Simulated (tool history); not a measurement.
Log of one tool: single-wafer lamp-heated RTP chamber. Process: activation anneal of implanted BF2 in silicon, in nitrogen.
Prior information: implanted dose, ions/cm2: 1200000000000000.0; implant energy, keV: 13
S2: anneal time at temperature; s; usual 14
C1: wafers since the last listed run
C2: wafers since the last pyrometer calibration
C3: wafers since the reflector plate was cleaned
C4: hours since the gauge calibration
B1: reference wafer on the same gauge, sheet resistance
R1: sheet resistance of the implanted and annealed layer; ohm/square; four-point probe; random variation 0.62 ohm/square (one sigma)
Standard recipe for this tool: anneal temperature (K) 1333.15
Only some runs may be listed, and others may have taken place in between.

Run 1, day 0: usual settings; C1 0; C2 807; C3 6691; C4 16.9; B1 130.99. Result: R1 128.04 ohm/square.
Run 2, day 2.571: usual settings but anneal temperature (K) 1318.15; C1 687; C2 1495; C3 7379; C4 78.6; B1 130.88. Result: R1 137.41 ohm/square.
Run 3, day 3.633: usual settings but anneal temperature (K) 1318.15; C1 284; C2 1779; C3 7663; C4 104.1; B1 130.95. Result: R1 136.23 ohm/square.
Run 4, day 6.033: usual settings but anneal temperature (K) 1318.15; C1 642; C2 2421; C3 8305; C4 161.7; B1 131.15. Result: R1 137.26 ohm/square.
At day 6.554: pyrometer window cleaned and pyrometer calibrated.
Run 5, day 7.508: usual settings but S2 21 s; C1 305; C2 255; C3 8610; C4 197.1; B1 131.05. Result: R1 118.99 ohm/square.
Run 6, day 9.988: usual settings but S2 21 s; C1 663; C2 918; C3 9273; C4 256.6; B1 131.19. Result: R1 118.33 ohm/square.
At day 17.696: pyrometer window cleaned and pyrometer calibrated.
Run 7, day 18.646: usual settings but anneal temperature (K) 1323.15; C1 2227; C2 253; C3 11500; C4 464.4; B1 130.9. Result: R1 133.73 ohm/square.
Run 8, day 21.529: usual settings but anneal temperature (K) 1323.15; C1 771; C2 1025; C3 12272; C4 533.6; B1 131.15. Result: R1 132.42 ohm/square.
Run 9, day 23.588: usual settings but anneal temperature (K) 1355.15; C1 550; C2 1575; C3 12822; C4 583; B1 131.05. Result: R1 112.26 ohm/square.
Run 10, day 25.862: usual settings; C1 608; C2 2184; C3 13431; C4 637.6; B1 130.97. Result: R1 125.26 ohm/square.

What will run 11 give?
At day 25.967: gauge calibrated.
Run 11, day 28.446: usual settings but S2 9 s; C1 691; C2 2875; C3 14122; C4 59.5; B1 ?. Result: R1 ?.

{"run 11": {"B1": 131.09, "R1": 134.28}}
Had the tool carried no hidden state, the very same run would have given R1 144.55 ohm/square.
